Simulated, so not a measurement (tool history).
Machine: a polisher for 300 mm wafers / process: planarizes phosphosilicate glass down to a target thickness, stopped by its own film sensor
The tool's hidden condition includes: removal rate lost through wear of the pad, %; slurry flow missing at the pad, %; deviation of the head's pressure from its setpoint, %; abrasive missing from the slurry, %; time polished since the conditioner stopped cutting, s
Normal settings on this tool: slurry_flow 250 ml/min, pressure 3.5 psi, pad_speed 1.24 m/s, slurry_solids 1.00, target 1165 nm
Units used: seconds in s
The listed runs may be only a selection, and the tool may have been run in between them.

run	hour	slurry_flow	pressure	pad_speed	slurry_solids	target	wafers since the last listed run	wafers polished on this pad	hours since the slurry nozzle was cleaned	hours since the head pressure was calibrated	hours since the slurry blender was calibrated	hours since the conditioning disc was replaced	incoming thickness of the incoming film, nm	seconds
1	0.0	285	3.5	1.24	0.75	1165	0	216	642.5	1196.8	416.6	391.1	1934.8	103.4
2	11.5	285	3.5	1.24	0.75	1165	122	338	654.0	1208.3	428.1	402.6	1942.8	106.6
3	21.9	250	3.5	1.24	1.10	1165	110	449	664.4	1218.7	438.5	413.0	1954.2	73.8
# hour 41.4: conditioning disc replaced and pad reconditioned
4	47.5	250	3.5	1.24	1.10	1165	250	700	690.0	1244.3	464.1	6.1	1969.5	67.3
5	53.9	250	3.5	1.24	1.10	1165	68	768	696.4	1250.7	470.5	12.5	1948.7	66.7
6	60.7	250	3.5	1.52	1.00	1165	72	840	703.2	1257.5	477.3	19.3	1956.6	61.0
# hour 71.7: head pressure recalibrated
7	72.2	250	3.0	1.24	1.15	1165	100	941	714.7	0.5	488.8	30.8	1967.2	70.8
# hour 80.5: worn pad replaced by a new one
8	85.0	250	3.0	1.24	1.15	1165	93	47	727.5	13.3	501.6	43.6	1953.7	70.3
# hour 93.0: slurry blender recalibrated
9	100.9	250	3.0	1.24	1.15	1165	147	195	743.4	29.2	7.9	59.5	1966.0	61.7
10	107.6	250	3.5	1.12	1.20	1165	71	266	750.1	35.9	14.6	66.2	1950.9	59.2
11	113.7	320	3.5	1.24	1.00	1080	64	331	756.2	42.0	20.7	72.3	1982.6	68.7
12	137.8	250	3.5	1.24	1.00	1165	256	587	780.3	66.1	44.8	96.4	1957.5	61.9
13	150.6	275	2.6	1.24	1.00	1165	136	723	793.1	78.9	57.6	109.2	1955.8	72.8
14	161.2	205	4.2	1.24	1.00	1165	112	836	803.7	89.5	68.2	119.8	1925.8	55.0
# hour 179.5: worn pad replaced by a new one
15	180.0	315	3.5	1.24	0.75	1165	157	5	822.5	108.3	87.0	138.6	1977.2	84.8
16	191.5	250	3.5	1.24	1.30	1271	122	127	834.0	119.8	98.5	150.1	1934.3	44.5
17	202.8	275	3.5	1.24	1.00	1165	120	247	845.3	131.1	109.8	161.4	1955.3	64.3
# hour 207.2: slurry nozzle cleaned
18	218.6	215	4.2	1.24	1.00	1343	157	404	11.4	146.9	125.6	177.2	1955.3	45.4
# hour 259.3: worn pad replaced by a new one
19	259.8	250	4.3	1.24	1.00	1165	395	5	52.6	188.1	166.8	218.4	1936.1	57.0
20	270.9	250	3.5	1.38	1.00	1165	117	123	63.7	199.2	177.9	229.5	1940.5	58.2
21	278.2	215	4.2	1.24	1.00	1343	77	201	71.0	206.5	185.2	236.8	1938.8	45.8
22	288.0	215	3.5	1.24	0.90	909	104	305	80.8	216.3	195.0	246.6	1986.4	101.2
23	305.8	250	2.9	1.24	1.00	1299	189	494	98.6	234.1	212.8	264.4	1943.2	61.7
24	330.2	215	3.5	1.24	0.90	909	259	753	123.0	258.5	237.2	288.8	1939.8	100.4
25	342.8	250	3.5	0.98	1.00	1165	133	887	135.6	271.1	249.8	301.4	1943.8	81.7
26	352.1	250	3.5	1.12	1.10	1060	98	986	144.9	280.4	259.1	310.7	1946.6	78.5

Consider 3 possible next runs. They are alternatives, not a sequence: every one starts from the tool as it was left by run 26. What does each give?
A	352.5	250	3.5	1.24	1.00	1165	4	990	145.3	280.8	259.5	311.1	1947.8	?
B	352.5	250	3.5	0.92	1.00	1011	4	990	145.3	280.8	259.5	311.1	1947.8	?
C	352.5	250	3.5	1.42	1.00	1165	4	990	145.3	280.8	259.5	311.1	1947.8	?

run	seconds
A	69.2
B	103.3
C	62.7
Had the tool no hidden state, the same runs would have come out as:
run	seconds
A	59.1
B	89.9
C	53.1
